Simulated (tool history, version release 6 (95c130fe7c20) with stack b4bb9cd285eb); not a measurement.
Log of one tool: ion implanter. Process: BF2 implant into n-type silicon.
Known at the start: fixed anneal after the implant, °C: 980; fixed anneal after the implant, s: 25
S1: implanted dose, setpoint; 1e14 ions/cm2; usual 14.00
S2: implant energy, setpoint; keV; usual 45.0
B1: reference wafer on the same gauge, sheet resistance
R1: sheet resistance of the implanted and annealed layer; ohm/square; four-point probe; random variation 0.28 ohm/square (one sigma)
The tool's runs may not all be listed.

Run 1, hour 0.0: usual settings; B1 116.04. Result: R1 127.28 ohm/square.
Run 2, hour 84.9: usual settings; B1 116.02. Result: R1 127.56 ohm/square.
Run 3, hour 183.4: usual settings; B1 116.01. Result: R1 126.68 ohm/square.
Run 4, hour 256.3: usual settings but S1 11.53 1e14 ions/cm2; B1 116.05. Result: R1 133.19 ohm/square.
Run 5, hour 305.5: usual settings but S1 11.53 1e14 ions/cm2; B1 115.99. Result: R1 133.70 ohm/square.
Run 6, hour 353.1: usual settings but S1 11.53 1e14 ions/cm2; B1 116.01. Result: R1 133.09 ohm/square.
Run 7, hour 408.3: usual settings; B1 116.05. Result: R1 127.07 ohm/square.
At hour 418.3: Faraday cup replaced and dose calibrated.
Run 8, hour 476.3: usual settings; B1 115.94. Result: R1 127.09 ohm/square.
Run 9, hour 518.5: usual settings; B1 116.03. Result: R1 127.26 ohm/square.
Run 10, hour 588.2: usual settings; B1 116.06. Result: R1 127.22 ohm/square.
Run 11, hour 650.1: usual settings; B1 116.00. Result: R1 126.50 ohm/square.
Run 12, hour 693.3: usual settings; B1 116.03. Result: R1 126.58 ohm/square.
Run 13, hour 737.3: usual settings but S2 57.0 keV; B1 116.03. Result: R1 112.40 ohm/square.
Run 14, hour 821.7: usual settings; B1 116.02. Result: R1 127.08 ohm/square.
Run 15, hour 927.0: usual settings; B1 115.96. Result: R1 126.25 ohm/square.
Run 16, hour 967.9: usual settings but S2 51.0 keV; B1 116.08. Result: R1 118.51 ohm/square.
Run 17, hour 1074.6: usual settings but S2 51.0 keV; B1 116.08. Result: R1 118.18 ohm/square.
At hour 1095.5: Faraday cup replaced and dose calibrated.
Run 18, hour 1119.3: usual settings but S1 10.59 1e14 ions/cm2, S2 36.0 keV; B1 116.10. Result: R1 152.98 ohm/square.
Run 19, hour 1179.2: usual settings but S1 10.45 1e14 ions/cm2, S2 55.0 keV; B1 116.01. Result: R1 128.72 ohm/square.
At hour 1225.4: extraction supply calibrated.
Run 20, hour 1235.7: usual settings but S1 17.91 1e14 ions/cm2, S2 29.5 keV; B1 115.99. Result: R1 155.02 ohm/square.
At hour 1347.6: gauge calibrated.
Run 21, hour 1362.9: usual settings but S1 11.42 1e14 ions/cm2; B1 115.97. Result: R1 135.19 ohm/square.
Run 22, hour 1405.7: usual settings; B1 116.02. Result: R1 127.65 ohm/square.
Run 23, hour 1505.8: usual settings but S1 10.29 1e14 ions/cm2, S2 50.5 keV; B1 115.92. Result: R1 133.59 ohm/square.
Run 24, hour 1545.0: usual settings but S1 12.16 1e14 ions/cm2, S2 32.0 keV; B1 115.97. Result: R1 157.41 ohm/square.
Run 25, hour 1625.7: usual settings but S1 11.47 1e14 ions/cm2, S2 56.5 keV; B1 116.03. Result: R1 120.73 ohm/square.
Run 26, hour 1730.8: usual settings but S1 16.54 1e14 ions/cm2, S2 39.5 keV; B1 115.92. Result: R1 133.66 ohm/square.
Run 27, hour 1793.7: usual settings but S2 33.5 keV; B1 116.02. Result: R1 149.11 ohm/square.
At hour 1863.7: Faraday cup replaced and dose calibrated.
Run 28, hour 1886.1: usual settings but S1 12.33 1e14 ions/cm2, S2 59.0 keV; B1 115.96. Result: R1 117.08 ohm/square.
Run 29, hour 1952.0: usual settings but S1 16.06 1e14 ions/cm2, S2 37.0 keV; B1 116.00. Result: R1 139.44 ohm/square.
Run 30, hour 2034.0: usual settings but S1 16.64 1e14 ions/cm2, S2 56.5 keV; B1 115.95. Result: R1 108.84 ohm/square.
Run 31, hour 2127.7: usual settings; B1 116.05. Result: R1 127.80 ohm/square.
Run 32, hour 2214.6: usual settings; B1 116.04. Result: R1 127.23 ohm/square.
Run 33, hour 2269.5: usual settings but S1 12.75 1e14 ions/cm2, S2 53.0 keV; B1 115.98. Result: R1 119.80 ohm/square.
Run 34, hour 2339.7: usual settings but S1 11.62 1e14 ions/cm2, S2 51.5 keV; B1 116.02. Result: R1 125.00 ohm/square.

4 ways to go on from here, each from the tool as it stands after run 34. What would each give?
Run A, hour 2340.1: usual settings but S1 16.52 1e14 ions/cm2; B1 ?. Result: R1 ?.
Run B, hour 2340.1: usual settings but S1 10.17 1e14 ions/cm2; B1 ?. Result: R1 ?.
Run C, hour 2340.1: usual settings but S1 12.68 1e14 ions/cm2, S2 55.5 keV; B1 ?. Result: R1 ?.
Run D, hour 2340.1: usual settings but S1 16.57 1e14 ions/cm2, S2 31.5 keV; B1 ?. Result: R1 ?.

run      B1      R1
  A  116.04  123.40
  B  116.04  139.34
  C  116.04  117.28
  D  116.04  150.22
Without the tool's hidden state the same runs would have given:
run      R1
  A  124.71
  B  142.40
  C  119.59
  D  151.57
